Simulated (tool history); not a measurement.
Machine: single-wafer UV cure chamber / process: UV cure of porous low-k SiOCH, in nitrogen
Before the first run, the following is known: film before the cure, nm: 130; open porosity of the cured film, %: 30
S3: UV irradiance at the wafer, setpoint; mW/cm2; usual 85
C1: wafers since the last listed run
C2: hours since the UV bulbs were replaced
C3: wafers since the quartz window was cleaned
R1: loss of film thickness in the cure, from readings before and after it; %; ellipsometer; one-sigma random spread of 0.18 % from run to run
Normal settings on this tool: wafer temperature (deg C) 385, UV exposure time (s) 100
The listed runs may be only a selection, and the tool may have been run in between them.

run 1 hour=0.0 | wafer_temperature_(deg_C)=385 UV_exposure_time_(s)=100 S3=85 | C1=0 C2=2465.4 C3=2994 | R1=9.218
run 2 hour=61.5 | wafer_temperature_(deg_C)=385 UV_exposure_time_(s)=100 S3=85 | C1=613 C2=2526.9 C3=3608 | R1=9.517
run 3 hour=105.8 | wafer_temperature_(deg_C)=385 UV_exposure_time_(s)=100 S3=85 | C1=442 C2=2571.2 C3=4050 | R1=9.573
run 4 hour=180.3 | wafer_temperature_(deg_C)=385 UV_exposure_time_(s)=100 S3=85 | C1=743 C2=2645.7 C3=4794 | R1=9.270
-- hour=270.9 UV bulbs replaced
run 5 hour=271.4 | wafer_temperature_(deg_C)=385 UV_exposure_time_(s)=100 S3=85 | C1=829 C2=0.5 C3=5623 | R1=9.390
run 6 hour=348.9 | wafer_temperature_(deg_C)=385 UV_exposure_time_(s)=100 S3=85 | C1=773 C2=78.0 C3=6397 | R1=9.156
run 7 hour=449.4 | wafer_temperature_(deg_C)=385 UV_exposure_time_(s)=100 S3=85 | C1=1003 C2=178.5 C3=7400 | R1=9.429
run 8 hour=506.4 | wafer_temperature_(deg_C)=385 UV_exposure_time_(s)=100 S3=85 | C1=568 C2=235.5 C3=7969 | R1=9.265
-- hour=525.7 quartz window cleaned
run 9 hour=552.1 | wafer_temperature_(deg_C)=385 UV_exposure_time_(s)=100 S3=85 | C1=376 C2=281.2 C3=263 | R1=10.113
run 10 hour=648.9 | wafer_temperature_(deg_C)=385 UV_exposure_time_(s)=100 S3=85 | C1=966 C2=378.0 C3=1229 | R1=9.814
run 11 hour=743.5 | wafer_temperature_(deg_C)=385 UV_exposure_time_(s)=100 S3=85 | C1=944 C2=472.6 C3=2173 | R1=9.743
run 12 hour=914.0 | wafer_temperature_(deg_C)=385 UV_exposure_time_(s)=100 S3=85 | C1=1701 C2=643.1 C3=3875 | R1=9.635
run 13 hour=1017.6 | wafer_temperature_(deg_C)=385 UV_exposure_time_(s)=100 S3=85 | C1=1034 C2=746.7 C3=4909 | R1=9.441
run 14 hour=1123.4 | wafer_temperature_(deg_C)=385 UV_exposure_time_(s)=100 S3=85 | C1=1056 C2=852.5 C3=5966 | R1=9.498
run 15 hour=1188.5 | wafer_temperature_(deg_C)=385 UV_exposure_time_(s)=100 S3=85 | C1=649 C2=917.6 C3=6615 | R1=9.398
-- hour=1235.2 quartz window cleaned
run 16 hour=1281.9 | wafer_temperature_(deg_C)=385 UV_exposure_time_(s)=100 S3=85 | C1=852 C2=1011.0 C3=466 | R1=10.144
run 17 hour=1551.6 | wafer_temperature_(deg_C)=385 UV_exposure_time_(s)=100 S3=85 | C1=2692 C2=1280.7 C3=3158 | R1=9.403
run 18 hour=1648.1 | wafer_temperature_(deg_C)=385 UV_exposure_time_(s)=100 S3=85 | C1=963 C2=1377.2 C3=4121 | R1=9.132
run 19 hour=1723.3 | wafer_temperature_(deg_C)=376 UV_exposure_time_(s)=100 S3=85 | C1=750 C2=1452.4 C3=4872 | R1=9.148
run 20 hour=1826.2 | wafer_temperature_(deg_C)=376 UV_exposure_time_(s)=100 S3=85 | C1=1027 C2=1555.3 C3=5899 | R1=9.365
run 21 hour=1886.1 | wafer_temperature_(deg_C)=376 UV_exposure_time_(s)=100 S3=85 | C1=597 C2=1615.2 C3=6497 | R1=8.767
run 22 hour=1991.1 | wafer_temperature_(deg_C)=385 UV_exposure_time_(s)=100 S3=85 | C1=1048 C2=1720.2 C3=7545 | R1=8.965
-- hour=2070.8 quartz window cleaned
run 23 hour=2071.3 | wafer_temperature_(deg_C)=385 UV_exposure_time_(s)=100 S3=85 | C1=720 C2=1800.4 C3=5 | R1=9.990
run 24 hour=2120.6 | wafer_temperature_(deg_C)=385 UV_exposure_time_(s)=155 S3=117 | C1=492 C2=1849.7 C3=497 | R1=13.421
run 25 hour=2183.6 | wafer_temperature_(deg_C)=397 UV_exposure_time_(s)=100 S3=74 | C1=628 C2=1912.7 C3=1126 | R1=8.951
run 26 hour=2231.4 | wafer_temperature_(deg_C)=392 UV_exposure_time_(s)=100 S3=60 | C1=477 C2=1960.5 C3=1603 | R1=8.184
run 27 hour=2276.6 | wafer_temperature_(deg_C)=367 UV_exposure_time_(s)=130 S3=121 | C1=451 C2=2005.7 C3=2054 | R1=12.541
run 28 hour=2327.2 | wafer_temperature_(deg_C)=375 UV_exposure_time_(s)=45 S3=85 | C1=505 C2=2056.3 C3=2559 | R1=5.864
run 29 hour=2421.4 | wafer_temperature_(deg_C)=385 UV_exposure_time_(s)=100 S3=85 | C1=940 C2=2150.5 C3=3500 | R1=9.293
run 30 hour=2525.4 | wafer_temperature_(deg_C)=385 UV_exposure_time_(s)=100 S3=85 | C1=1038 C2=2254.5 C3=4538 | R1=9.234
run 31 hour=2573.7 | wafer_temperature_(deg_C)=394 UV_exposure_time_(s)=80 S3=64 | C1=482 C2=2302.8 C3=5020 | R1=7.197
run 32 hour=2626.6 | wafer_temperature_(deg_C)=400 UV_exposure_time_(s)=140 S3=85 | C1=528 C2=2355.7 C3=5548 | R1=11.515
run 33 hour=2669.6 | wafer_temperature_(deg_C)=401 UV_exposure_time_(s)=120 S3=103 | C1=429 C2=2398.7 C3=5977 | R1=11.481
run 34 hour=2767.6 | wafer_temperature_(deg_C)=385 UV_exposure_time_(s)=100 S3=85 | C1=978 C2=2496.7 C3=6956 | R1=9.211
run 35 hour=2835.9 | wafer_temperature_(deg_C)=395 UV_exposure_time_(s)=100 S3=85 | C1=681 C2=2565.0 C3=7637 | R1=9.609
-- hour=2883.8 quartz window cleaned
run 36 hour=2885.2 | wafer_temperature_(deg_C)=385 UV_exposure_time_(s)=100 S3=85 | C1=412 C2=2614.3 C3=14 | R1=10.238
-- hour=2912.7 UV bulbs replaced
run 37 hour=2988.9 | wafer_temperature_(deg_C)=385 UV_exposure_time_(s)=100 S3=85 | C1=955 C2=76.2 C3=969 | R1=9.888
run 38 hour=3090.1 | wafer_temperature_(deg_C)=385 UV_exposure_time_(s)=100 S3=85 | C1=1010 C2=177.4 C3=1979 | R1=9.555
run 39 hour=3148.3 | wafer_temperature_(deg_C)=375 UV_exposure_time_(s)=120 S3=85 | C1=580 C2=235.6 C3=2560 | R1=9.804
run 40 hour=3206.1 | wafer_temperature_(deg_C)=403 UV_exposure_time_(s)=60 S3=120 | C1=576 C2=293.4 C3=3137 | R1=9.228
run 41 hour=3254.2 | wafer_temperature_(deg_C)=385 UV_exposure_time_(s)=100 S3=102 | C1=480 C2=341.5 C3=3617 | R1=10.493
run 42 hour=3350.9 | wafer_temperature_(deg_C)=370 UV_exposure_time_(s)=45 S3=56 | C1=965 C2=438.2 C3=4582 | R1=3.957
run 43 hour=3423.2 | wafer_temperature_(deg_C)=405 UV_exposure_time_(s)=160 S3=110 | C1=721 C2=510.5 C3=5304 | R1=13.371
run 44 hour=3516.1 | wafer_temperature_(deg_C)=390 UV_exposure_time_(s)=80 S3=49 | C1=927 C2=603.4 C3=6231 | R1=5.794
run 45 hour=3605.7 | wafer_temperature_(deg_C)=385 UV_exposure_time_(s)=100 S3=75 | C1=894 C2=693.0 C3=7126 | R1=8.502
-- hour=3701.0 quartz window cleaned
run 46 hour=3701.5 | wafer_temperature_(deg_C)=385 UV_exposure_time_(s)=65 S3=104 | C1=876 C2=788.8 C3=4 | R1=9.156
run 47 hour=3775.1 | wafer_temperature_(deg_C)=396 UV_exposure_time_(s)=120 S3=56 | C1=734 C2=862.4 C3=739 | R1=8.973

What would each run have given without the hidden state, its run-to-run variation left as it was?
The hidden state here: lamp output below its setpoint, %; transmission lost against a clean window, %.
run=1 R1=9.799
run=2 R1=10.178
run=3 R1=10.274
run=4 R1=9.995
run=5 R1=10.168
run=6 R1=9.940
run=7 R1=10.262
run=8 R1=10.093
run=9 R1=10.217
run=10 R1=10.148
run=11 R1=10.241
run=12 R1=10.317
run=13 R1=10.177
run=14 R1=10.285
run=15 R1=10.198
run=16 R1=10.429
run=17 R1=10.142
run=18 R1=9.934
run=19 R1=10.015
run=20 R1=10.301
run=21 R1=9.663
run=22 R1=9.891
run=23 R1=10.072
run=24 R1=13.650
run=25 R1=9.304
run=26 R1=8.636
run=27 R1=13.104
run=28 R1=6.391
run=29 R1=9.985
run=30 R1=9.999
run=31 R1=7.960
run=32 R1=12.376
run=33 R1=12.343
run=34 R1=10.072
run=35 R1=10.506
run=36 R1=10.354
run=37 R1=10.277
run=38 R1=10.121
run=39 R1=10.430
run=40 R1=9.951
run=41 R1=11.266
run=42 R1=4.513
run=43 R1=14.271
run=44 R1=6.556
run=45 R1=9.385
run=46 R1=9.217
run=47 R1=9.232

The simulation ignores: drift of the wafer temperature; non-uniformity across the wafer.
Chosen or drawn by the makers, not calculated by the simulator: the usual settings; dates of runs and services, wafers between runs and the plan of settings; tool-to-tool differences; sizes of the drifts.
